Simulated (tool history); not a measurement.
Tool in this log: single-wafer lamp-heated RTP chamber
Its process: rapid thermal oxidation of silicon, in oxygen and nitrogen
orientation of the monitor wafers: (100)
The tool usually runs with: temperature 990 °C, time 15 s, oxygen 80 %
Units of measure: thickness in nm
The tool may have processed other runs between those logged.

run   hour  temperature  time  oxygen  wafers since the last listed run  wafers since the last pyrometer calibration  hours since the oxygen flow controller was replaced  hours since the gauge calibration  read-back reference wafer on the same gauge, thickness  thickness
  1      0          990    15      80                                 0                                         1644                                               6555.1                              217.3                                                   2.551      3.008
       5.3  -- gauge calibrated
  2   15.9          990    15      80                               171                                         1816                                                 6571                               10.6                                                    2.55      3.002
  3   26.9          990    15      80                               118                                         1935                                                 6582                               21.6                                                   2.551      3.016
  4   44.3          990    15      80                               187                                         2123                                               6599.4                                 39                                                    2.55      3.018
  5   54.1          990    15      80                               105                                         2228                                               6609.2                               48.8                                                    2.55      3.015
  6   61.3          990    15      80                                77                                         2306                                               6616.4                                 56                                                    2.55      3.019
  7   73.8          990    15      80                               134                                         2441                                               6628.9                               68.5                                                   2.551      3.022
  8   81.6          990    15      80                                84                                         2525                                               6636.7                               76.3                                                   2.549      3.022
  9   99.4          990    15      80                               192                                         2717                                               6654.5                               94.1                                                    2.55      3.027
 10    117          990    15      80                               190                                         2907                                               6672.1                              111.7                                                    2.55       3.03
 11    130          990    15      80                               140                                         3048                                               6685.1                              124.7                                                   2.549       3.03
 12  143.5          990    15      80                               145                                         3194                                               6698.6                              138.2                                                    2.55      3.027
 13  154.8          990    15      80                               122                                         3316                                               6709.9                              149.5                                                   2.551      3.044
 14  170.2          990    15      70                               166                                         3482                                               6725.3                              164.9                                                    2.55      2.935
 15  178.2         1020    10      98                                86                                         3568                                               6733.3                              172.9                                                   2.548      3.358
 16  188.1          979    21      53                               106                                         3675                                               6743.2                              182.8                                                   2.549      2.882
 17  200.5          990    15      80                               133                                         3809                                               6755.6                              195.2                                                   2.551      3.055
 18  217.6         1015    15      65                               184                                         3994                                               6772.7                              212.3                                                   2.551      3.336
 19  233.8          990    15      80                               174                                         4169                                               6788.9                              228.5                                                   2.551       3.05
     243.6  -- gauge calibrated
     247.5  -- pyrometer window cleaned and pyrometer calibrated
     250.5  -- oxygen flow controller replaced
 20    251          990    15      80                                67                                            5                                                  0.5                                7.4                                                    2.55      2.975
 21  261.3          990    15      98                               111                                          116                                                 10.8                               17.7                                                    2.55      3.142
 22  278.2         1016     9      52                               182                                          299                                                 27.7                               34.6                                                   2.551      2.665
 23  323.1          990     9      80                               484                                          784                                                 72.6                               79.5                                                   2.551      2.587
 24    340          990    15      61                               182                                          966                                                 89.5                               96.4                                                    2.55      2.804
 25  353.7          990    15      80                               147                                         1114                                                103.2                              110.1                                                    2.55      3.002
 26  364.9         1020    10      98                               120                                         1235                                                114.4                              121.3                                                    2.55      3.309
 27    375          966    22      57                               109                                         1344                                                124.5                              131.4                                                   2.549      2.755

What does the tool deliver on the next run?
 28  390.5         1017    13      80                               167                                         1511                                                  140                              146.9                                                       ?          ?

{"run 28": {"read-back reference wafer on the same gauge, thickness": 2.55, "thickness": 3.341}}
Were there no unlogged condition in the tool, this run, its random variation unchanged, would have produced thickness 3.304 nm.
